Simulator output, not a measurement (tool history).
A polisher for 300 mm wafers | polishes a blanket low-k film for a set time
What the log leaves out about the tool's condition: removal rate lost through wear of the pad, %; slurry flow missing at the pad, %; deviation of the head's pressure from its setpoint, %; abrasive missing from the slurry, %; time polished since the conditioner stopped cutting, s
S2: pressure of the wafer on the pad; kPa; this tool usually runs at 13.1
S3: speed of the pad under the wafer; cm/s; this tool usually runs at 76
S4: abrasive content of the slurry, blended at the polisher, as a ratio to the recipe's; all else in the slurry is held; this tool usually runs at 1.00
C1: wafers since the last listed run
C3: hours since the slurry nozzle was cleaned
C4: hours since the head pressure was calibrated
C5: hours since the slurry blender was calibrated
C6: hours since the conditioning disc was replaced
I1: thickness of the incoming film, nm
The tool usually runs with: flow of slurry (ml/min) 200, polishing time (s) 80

{"run": 1, "day": 0.0, "flow of slurry (ml/min)": 235, "S2": 13.1, "S3": 76, "S4": 1.0, "polishing time (s)": 80, "C1": 0, "wafers polished on this pad": 727, "C3": 361.7, "C4": 281.3, "C5": 128.3, "C6": 100.2, "I1": 794.4, "film removed (Å)": 249}
{"day": 0.821, "done": "worn pad replaced by a new one"}
{"run": 2, "day": 0.842, "flow of slurry (ml/min)": 165, "S2": 13.1, "S3": 76, "S4": 0.85, "polishing time (s)": 80, "C1": 124, "wafers polished on this pad": 3, "C3": 381.9, "C4": 301.5, "C5": 148.5, "C6": 120.4, "I1": 787.2, "film removed (Å)": 230}
{"run": 3, "day": 1.2, "flow of slurry (ml/min)": 200, "S2": 13.1, "S3": 76, "S4": 1.1, "polishing time (s)": 80, "C1": 66, "wafers polished on this pad": 69, "C3": 390.5, "C4": 310.1, "C5": 157.1, "C6": 129.0, "I1": 780.5, "film removed (Å)": 244}
{"run": 4, "day": 1.612, "flow of slurry (ml/min)": 200, "S2": 13.1, "S3": 76, "S4": 1.1, "polishing time (s)": 80, "C1": 76, "wafers polished on this pad": 146, "C3": 400.4, "C4": 320.0, "C5": 167.0, "C6": 138.9, "I1": 795.6, "film removed (Å)": 246}
{"run": 5, "day": 2.025, "flow of slurry (ml/min)": 200, "S2": 13.1, "S3": 76, "S4": 1.1, "polishing time (s)": 80, "C1": 76, "wafers polished on this pad": 222, "C3": 410.3, "C4": 329.9, "C5": 176.9, "C6": 148.8, "I1": 793.6, "film removed (Å)": 248}
{"run": 6, "day": 2.521, "flow of slurry (ml/min)": 200, "S2": 13.1, "S3": 76, "S4": 0.9, "polishing time (s)": 80, "C1": 91, "wafers polished on this pad": 313, "C3": 422.2, "C4": 341.8, "C5": 188.8, "C6": 160.7, "I1": 780.6, "film removed (Å)": 228}
{"run": 7, "day": 3.271, "flow of slurry (ml/min)": 200, "S2": 13.1, "S3": 76, "S4": 0.9, "polishing time (s)": 80, "C1": 138, "wafers polished on this pad": 452, "C3": 440.2, "C4": 359.8, "C5": 206.8, "C6": 178.7, "I1": 779.8, "film removed (Å)": 228}
{"day": 4.079, "done": "slurry blender recalibrated"}
{"run": 8, "day": 4.1, "flow of slurry (ml/min)": 200, "S2": 13.1, "S3": 76, "S4": 0.9, "polishing time (s)": 80, "C1": 137, "wafers polished on this pad": 590, "C3": 460.1, "C4": 379.7, "C5": 0.5, "C6": 198.6, "I1": 788.6, "film removed (Å)": 233}
{"run": 9, "day": 4.308, "flow of slurry (ml/min)": 200, "S2": 13.1, "S3": 76, "S4": 1.0, "polishing time (s)": 59, "C1": 38, "wafers polished on this pad": 628, "C3": 465.1, "C4": 384.7, "C5": 5.5, "C6": 203.6, "I1": 805.4, "film removed (Å)": 170}
{"run": 10, "day": 4.733, "flow of slurry (ml/min)": 200, "S2": 13.1, "S3": 76, "S4": 1.0, "polishing time (s)": 80, "C1": 78, "wafers polished on this pad": 707, "C3": 475.3, "C4": 394.9, "C5": 15.7, "C6": 213.8, "I1": 798.6, "film removed (Å)": 230}
{"run": 11, "day": 5.067, "flow of slurry (ml/min)": 200, "S2": 13.1, "S3": 76, "S4": 1.0, "polishing time (s)": 80, "C1": 61, "wafers polished on this pad": 769, "C3": 483.3, "C4": 402.9, "C5": 23.7, "C6": 221.8, "I1": 779.7, "film removed (Å)": 233}
{"run": 12, "day": 5.321, "flow of slurry (ml/min)": 200, "S2": 11.7, "S3": 76, "S4": 1.0, "polishing time (s)": 65, "C1": 46, "wafers polished on this pad": 816, "C3": 489.4, "C4": 409.0, "C5": 29.8, "C6": 227.9, "I1": 793.6, "film removed (Å)": 171}
{"day": 5.579, "done": "head pressure recalibrated"}
{"run": 13, "day": 5.817, "flow of slurry (ml/min)": 160, "S2": 13.1, "S3": 76, "S4": 1.0, "polishing time (s)": 80, "C1": 76, "wafers polished on this pad": 892, "C3": 501.3, "C4": 5.7, "C5": 41.7, "C6": 239.8, "I1": 794.8, "film removed (Å)": 222}
{"day": 5.971, "done": "conditioning disc replaced and pad reconditioned"}
{"run": 14, "day": 6.508, "flow of slurry (ml/min)": 240, "S2": 13.1, "S3": 96, "S4": 0.75, "polishing time (s)": 80, "C1": 112, "wafers polished on this pad": 1004, "C3": 517.9, "C4": 22.3, "C5": 58.3, "C6": 12.9, "I1": 788.2, "film removed (Å)": 284}
{"day": 6.712, "done": "worn pad replaced by a new one"}
{"run": 15, "day": 7.212, "flow of slurry (ml/min)": 200, "S2": 13.1, "S3": 58, "S4": 1.0, "polishing time (s)": 97, "C1": 99, "wafers polished on this pad": 92, "C3": 534.8, "C4": 39.2, "C5": 75.2, "C6": 29.8, "I1": 799.4, "film removed (Å)": 266}
{"run": 16, "day": 7.733, "flow of slurry (ml/min)": 200, "S2": 13.1, "S3": 76, "S4": 1.0, "polishing time (s)": 80, "C1": 96, "wafers polished on this pad": 188, "C3": 547.3, "C4": 51.7, "C5": 87.7, "C6": 42.3, "I1": 787.7, "film removed (Å)": 249}
{"day": 7.95, "done": "slurry nozzle cleaned"}
{"run": 17, "day": 8.4, "flow of slurry (ml/min)": 200, "S2": 13.1, "S3": 76, "S4": 1.0, "polishing time (s)": 80, "C1": 115, "wafers polished on this pad": 304, "C3": 10.8, "C4": 67.7, "C5": 103.7, "C6": 58.3, "I1": 781.9, "film removed (Å)": 250}
{"run": 18, "day": 8.929, "flow of slurry (ml/min)": 235, "S2": 13.1, "S3": 76, "S4": 1.3, "polishing time (s)": 80, "C1": 97, "wafers polished on this pad": 402, "C3": 23.5, "C4": 80.4, "C5": 116.4, "C6": 71.0, "I1": 782.8, "film removed (Å)": 270}
{"run": 19, "day": 9.25, "flow of slurry (ml/min)": 200, "S2": 13.1, "S3": 76, "S4": 1.2, "polishing time (s)": 80, "C1": 59, "wafers polished on this pad": 461, "C3": 31.2, "C4": 88.1, "C5": 124.1, "C6": 78.7, "I1": 802.0, "film removed (Å)": 255}
{"run": 20, "day": 9.654, "flow of slurry (ml/min)": 200, "S2": 13.1, "S3": 76, "S4": 1.0, "polishing time (s)": 57, "C1": 74, "wafers polished on this pad": 536, "C3": 40.9, "C4": 97.8, "C5": 133.8, "C6": 88.4, "I1": 794.4, "film removed (Å)": 173}
{"run": 21, "day": 10.308, "flow of slurry (ml/min)": 270, "S2": 17.2, "S3": 92, "S4": 0.85, "polishing time (s)": 80, "C1": 120, "wafers polished on this pad": 656, "C3": 56.6, "C4": 113.5, "C5": 149.5, "C6": 104.1, "I1": 789.9, "film removed (Å)": 346}
{"run": 22, "day": 11.525, "flow of slurry (ml/min)": 200, "S2": 13.1, "S3": 76, "S4": 1.0, "polishing time (s)": 80, "C1": 224, "wafers polished on this pad": 881, "C3": 85.8, "C4": 142.7, "C5": 178.7, "C6": 133.3, "I1": 780.7, "film removed (Å)": 243}
{"run": 23, "day": 12.075, "flow of slurry (ml/min)": 200, "S2": 13.1, "S3": 76, "S4": 1.0, "polishing time (s)": 80, "C1": 101, "wafers polished on this pad": 983, "C3": 99.0, "C4": 155.9, "C5": 191.9, "C6": 146.5, "I1": 791.1, "film removed (Å)": 238}
{"day": 12.629, "done": "worn pad replaced by a new one"}
{"run": 24, "day": 12.65, "flow of slurry (ml/min)": 165, "S2": 13.1, "S3": 76, "S4": 1.0, "polishing time (s)": 80, "C1": 75, "wafers polished on this pad": 3, "C3": 112.8, "C4": 169.7, "C5": 205.7, "C6": 160.3, "I1": 793.5, "film removed (Å)": 231}
{"run": 25, "day": 13.017, "flow of slurry (ml/min)": 200, "S2": 13.1, "S3": 62, "S4": 1.0, "polishing time (s)": 94, "C1": 67, "wafers polished on this pad": 71, "C3": 121.6, "C4": 178.5, "C5": 214.5, "C6": 169.1, "I1": 786.8, "film removed (Å)": 248}
{"day": 13.554, "done": "slurry blender recalibrated"}
{"run": 26, "day": 13.625, "flow of slurry (ml/min)": 230, "S2": 9.7, "S3": 76, "S4": 0.75, "polishing time (s)": 93, "C1": 97, "wafers polished on this pad": 168, "C3": 136.2, "C4": 193.1, "C5": 1.7, "C6": 183.7, "I1": 784.7, "film removed (Å)": 206}

Consider 4 possible next runs. They are alternatives, not a sequence: every one starts from the tool as it was left by run 26. What does each give?
{"run": "A", "day": 13.642, "flow of slurry (ml/min)": 200, "S2": 13.1, "S3": 76, "S4": 1.0, "polishing time (s)": 80, "C1": 3, "wafers polished on this pad": 171, "C3": 136.6, "C4": 193.5, "C5": 2.1, "C6": 184.1, "I1": 779.1, "film removed (Å)": "?"}
{"run": "B", "day": 13.642, "flow of slurry (ml/min)": 200, "S2": 13.1, "S3": 76, "S4": 0.85, "polishing time (s)": 80, "C1": 3, "wafers polished on this pad": 171, "C3": 136.6, "C4": 193.5, "C5": 2.1, "C6": 184.1, "I1": 779.1, "film removed (Å)": "?"}
{"run": "C", "day": 13.642, "flow of slurry (ml/min)": 200, "S2": 14.5, "S3": 92, "S4": 0.75, "polishing time (s)": 100, "C1": 3, "wafers polished on this pad": 171, "C3": 136.6, "C4": 193.5, "C5": 2.1, "C6": 184.1, "I1": 779.1, "film removed (Å)": "?"}
{"run": "D", "day": 13.642, "flow of slurry (ml/min)": 200, "S2": 16.5, "S3": 76, "S4": 1.0, "polishing time (s)": 80, "C1": 3, "wafers polished on this pad": 171, "C3": 136.6, "C4": 193.5, "C5": 2.1, "C6": 184.1, "I1": 779.1, "film removed (Å)": "?"}

run=A film_removed_(Å)=237
run=B film_removed_(Å)=228
run=C film_removed_(Å)=336
run=D film_removed_(Å)=288
Stripped of hidden state, with their random variation kept, the same runs would have yielded:
run=A film_removed_(Å)=267
run=B film_removed_(Å)=257
run=C film_removed_(Å)=387
run=D film_removed_(Å)=331
